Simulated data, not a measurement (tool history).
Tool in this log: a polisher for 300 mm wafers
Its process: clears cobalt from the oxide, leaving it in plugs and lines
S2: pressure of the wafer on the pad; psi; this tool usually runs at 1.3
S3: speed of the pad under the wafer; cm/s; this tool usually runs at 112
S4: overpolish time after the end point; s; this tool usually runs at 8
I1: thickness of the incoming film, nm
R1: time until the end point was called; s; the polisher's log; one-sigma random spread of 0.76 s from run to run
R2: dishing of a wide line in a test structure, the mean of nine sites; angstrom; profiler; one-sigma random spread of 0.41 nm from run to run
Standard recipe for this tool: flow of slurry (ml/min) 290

Run 1, hour 0.0: usual settings but flow of slurry (ml/min) 315, S2 1.4 psi; I1 364.0. Result: R1 86.6 s, R2 254 angstrom.
Run 2, hour 62.6: usual settings; I1 360.2. Result: R1 94.0 s, R2 237 angstrom.
Run 3, hour 111.6: usual settings but flow of slurry (ml/min) 355, S3 134 cm/s; I1 359.1. Result: R1 75.6 s, R2 283 angstrom.
Run 4, hour 179.3: usual settings but flow of slurry (ml/min) 355, S3 134 cm/s; I1 353.8. Result: R1 75.4 s, R2 265 angstrom.
At hour 258.1: worn pad replaced by a new one.
At hour 283.6: slurry nozzle cleaned.
Run 5, hour 350.9: usual settings; I1 362.4. Result: R1 93.3 s, R2 237 angstrom.
Run 6, hour 416.6: usual settings; I1 358.9. Result: R1 92.0 s, R2 233 angstrom.
Run 7, hour 486.3: usual settings; I1 356.4. Result: R1 93.1 s, R2 238 angstrom.
Run 8, hour 512.0: usual settings but S4 6 s; I1 363.1. Result: R1 94.0 s, R2 189 angstrom.
Run 9, hour 544.2: usual settings but S4 6 s; I1 360.5. Result: R1 93.0 s, R2 185 angstrom.
At hour 561.7: head pressure recalibrated.
Run 10, hour 592.2: usual settings but S4 6 s; I1 361.4. Result: R1 94.2 s, R2 187 angstrom.
Run 11, hour 643.4: usual settings but flow of slurry (ml/min) 345, S4 4 s; I1 358.5. Result: R1 90.1 s, R2 130 angstrom.
Run 12, hour 673.1: usual settings; I1 363.4. Result: R1 93.8 s, R2 225 angstrom.
Run 13, hour 724.4: usual settings but S3 74 cm/s; I1 362.5. Result: R1 143.8 s, R2 166 angstrom.
Run 14, hour 784.2: usual settings but S2 0.9 psi, S3 74 cm/s, S4 4 s; I1 360.8. Result: R1 206.2 s, R2 62 angstrom.
At hour 818.6: worn pad replaced by a new one.
Run 15, hour 821.1: usual settings but S3 150 cm/s, S4 6 s; I1 354.7. Result: R1 71.1 s, R2 226 angstrom.
Run 16, hour 866.2: usual settings; I1 356.5. Result: R1 93.8 s, R2 223 angstrom.
At hour 868.4: slurry nozzle cleaned.
Run 17, hour 920.4: usual settings but S2 1.5 psi, S3 88 cm/s; I1 357.1. Result: R1 100.5 s, R2 218 angstrom.
Run 18, hour 980.2: usual settings but S2 1.6 psi; I1 366.4. Result: R1 76.7 s, R2 276 angstrom.
Run 19, hour 1045.9: usual settings but S2 1.7 psi; I1 359.9. Result: R1 71.3 s, R2 290 angstrom.
Run 20, hour 1072.1: usual settings but S3 82 cm/s; I1 359.5. Result: R1 125.1 s, R2 177 angstrom.
Run 21, hour 1107.6: usual settings but S3 126 cm/s; I1 356.0. Result: R1 82.6 s, R2 253 angstrom.
Run 22, hour 1134.0: usual settings but S2 1.7 psi, S3 152 cm/s; I1 360.8. Result: R1 53.6 s, R2 367 angstrom.
Run 23, hour 1191.0: usual settings; I1 358.8. Result: R1 93.6 s, R2 229 angstrom.
Run 24, hour 1230.9: usual settings; I1 359.4. Result: R1 94.0 s, R2 235 angstrom.
Run 25, hour 1292.7: usual settings but flow of slurry (ml/min) 370; I1 365.3. Result: R1 92.7 s, R2 238 angstrom.
Run 26, hour 1334.9: usual settings; I1 356.3. Result: R1 94.0 s, R2 226 angstrom.
At hour 1397.4: worn pad replaced by a new one.
At hour 1476.0: head pressure recalibrated.
At hour 1478.9: slurry nozzle cleaned.
Run 27, hour 1536.9: usual settings but flow of slurry (ml/min) 235, S2 0.9 psi, S3 138 cm/s; I1 360.9. Result: R1 108.3 s, R2 209 angstrom.
Run 28, hour 1577.9: usual settings but S2 0.9 psi, S3 82 cm/s, S4 6 s; I1 357.3. Result: R1 179.8 s, R2 106 angstrom.
Run 29, hour 1644.9: usual settings but S4 5 s; I1 358.8. Result: R1 91.9 s, R2 155 angstrom.
Run 30, hour 1701.8: usual settings; I1 355.3. Result: R1 90.6 s, R2 239 angstrom.
Run 31, hour 1744.0: usual settings but S3 76 cm/s; I1 358.7. Result: R1 134.7 s, R2 167 angstrom.
Run 32, hour 1782.7: usual settings; I1 362.2. Result: R1 93.0 s, R2 231 angstrom.
Run 33, hour 1853.5: usual settings but flow of slurry (ml/min) 240; I1 364.2. Result: R1 96.5 s, R2 226 angstrom.
Run 34, hour 1904.3: usual settings but flow of slurry (ml/min) 330, S2 0.8 psi, S3 72 cm/s, S4 3 s; I1 363.9. Result: R1 233.6 s, R2 41 angstrom.
At hour 1945.2: worn pad replaced by a new one.
Run 35, hour 1961.8: usual settings but flow of slurry (ml/min) 250, S4 3 s; I1 357.6. Result: R1 96.2 s, R2 96 angstrom.

Below, some changes in R1 between adjacent runs. For each, the amount present without the hidden state too (settings, incoming material, random variation) and the amount remaining for the hidden state with gauge scatter not shared by both compared results:
Hidden state at play: removal rate lost through wear of the pad, %; slurry flow missing at the pad, %; deviation of the head's pressure from its setpoint, %.
Run 13 -> 14: S2 1.3 -> 0.9, S4 8 -> 4. R1 +62.4 s: hidden state +2.9, all else +59.5.
Run 14 -> 15: S2 0.9 -> 1.3, S3 74 -> 150, S4 4 -> 6, worn pad replaced by a new one. R1 -135.1 s: hidden state -4.5, all else -130.6.
Run 16 -> 17: S2 1.3 -> 1.5, S3 112 -> 88, slurry nozzle cleaned. R1 +6.7 s: hidden state -3.3, all else +10.0.
Run 33 -> 34: flow of slurry (ml/min) 240 -> 330, S2 1.3 -> 0.8, S3 112 -> 72, S4 8 -> 3. R1 +137.1 s: hidden state +2.8, all else +134.3.
Run 34 -> 35: flow of slurry (ml/min) 330 -> 250, S2 0.8 -> 1.3, S3 72 -> 112, worn pad replaced by a new one. R1 -137.4 s: hidden state -2.1, all else -135.3.

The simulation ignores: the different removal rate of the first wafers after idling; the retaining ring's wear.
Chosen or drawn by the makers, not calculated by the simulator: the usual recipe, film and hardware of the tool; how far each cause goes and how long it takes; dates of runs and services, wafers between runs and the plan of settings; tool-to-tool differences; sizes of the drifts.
